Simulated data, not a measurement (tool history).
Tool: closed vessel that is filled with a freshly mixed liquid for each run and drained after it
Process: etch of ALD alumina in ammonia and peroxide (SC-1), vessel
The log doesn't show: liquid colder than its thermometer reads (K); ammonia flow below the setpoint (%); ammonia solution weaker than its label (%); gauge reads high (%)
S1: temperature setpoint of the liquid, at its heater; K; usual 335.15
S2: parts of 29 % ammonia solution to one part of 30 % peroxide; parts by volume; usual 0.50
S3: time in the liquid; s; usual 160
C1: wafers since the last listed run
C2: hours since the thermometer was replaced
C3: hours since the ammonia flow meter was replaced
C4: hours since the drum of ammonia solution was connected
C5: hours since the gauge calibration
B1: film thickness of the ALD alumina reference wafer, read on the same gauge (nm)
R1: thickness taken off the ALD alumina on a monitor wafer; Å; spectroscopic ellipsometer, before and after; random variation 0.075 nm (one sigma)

run	day	S1	S2	S3	C1	C2	C3	C4	C5	B1	R1
1	0.000	335.15	0.50	160	0	290.2	1193.5	623.2	355.0	30.02	134.3
2	1.233	335.15	0.50	160	3710	319.8	1223.1	652.8	384.6	30.01	134.3
3	2.446	335.15	0.50	160	3647	348.9	1252.2	681.9	413.7	29.98	132.8
4	8.417	335.15	0.55	160	17961	492.2	1395.5	825.2	557.0	30.00	133.8
5	9.654	335.15	0.50	160	3722	521.9	1425.2	854.9	586.7	30.00	132.5
6	10.725	335.15	0.50	160	3221	547.6	1450.9	880.6	612.4	29.97	133.0
7	12.817	335.15	0.50	160	6292	597.8	1501.1	930.8	662.6	30.01	131.4
8	15.471	335.15	0.50	235	7984	661.5	1564.8	994.5	726.3	30.00	192.8
9	16.479	335.15	0.50	235	3033	685.7	1589.0	1018.7	750.5	29.99	192.3
# day 17.588: gauge calibrated
# day 19.321: new drum of ammonia solution connected
10	19.429	335.15	0.50	160	8748	756.5	1659.8	2.6	44.2	29.99	131.0
11	20.521	335.15	0.50	160	3283	782.7	1686.0	28.8	70.4	29.96	130.9
12	21.796	326.65	0.50	160	3835	813.3	1716.6	59.4	101.0	30.00	84.0
13	23.129	335.15	0.35	115	4010	845.3	1748.6	91.4	133.0	30.01	91.1
14	24.696	325.15	0.70	65	4712	882.9	1786.2	129.0	170.6	29.99	32.4
15	27.008	335.15	0.50	235	6956	938.4	1841.7	184.5	226.1	29.97	191.0
16	28.388	340.15	0.40	225	4148	971.5	1874.8	217.6	259.2	30.00	228.9
# day 30.154: thermometer replaced
17	30.179	338.65	0.65	80	5264	0.6	1917.8	260.6	302.2	30.01	82.2
# day 30.658: ammonia flow meter replaced
18	31.446	326.65	0.50	160	3685	31.0	18.9	291.0	332.6	29.99	85.9
19	33.358	330.65	0.30	220	5753	76.9	64.8	336.9	378.5	30.02	139.7
20	35.338	337.65	0.25	230	5953	124.4	112.3	384.4	426.0	29.98	204.1
21	37.742	335.15	0.35	235	7232	182.1	170.0	442.1	483.7	30.02	191.0
22	38.767	335.15	0.70	105	3083	206.7	194.6	466.7	508.3	29.98	90.5

5 ways to go on from here, each from the tool as it stands after run 22. What would each give?
A	38.796	335.15	0.50	160	87	207.4	195.3	467.4	509.0	?	?
B	38.796	327.15	0.30	160	87	207.4	195.3	467.4	509.0	?	?
C	38.796	343.15	0.40	160	87	207.4	195.3	467.4	509.0	?	?
D	38.796	330.65	0.35	160	87	207.4	195.3	467.4	509.0	?	?
E	38.796	327.15	0.60	80	87	207.4	195.3	467.4	509.0	?	?

run	B1	R1
A	30.02	134.6
B	30.02	84.5
C	30.02	195.6
D	30.02	103.2
E	30.02	45.1
Without the tool's hidden state the same runs would have given:
run	R1
A	136.5
B	85.7
C	198.3
D	104.7
E	45.8

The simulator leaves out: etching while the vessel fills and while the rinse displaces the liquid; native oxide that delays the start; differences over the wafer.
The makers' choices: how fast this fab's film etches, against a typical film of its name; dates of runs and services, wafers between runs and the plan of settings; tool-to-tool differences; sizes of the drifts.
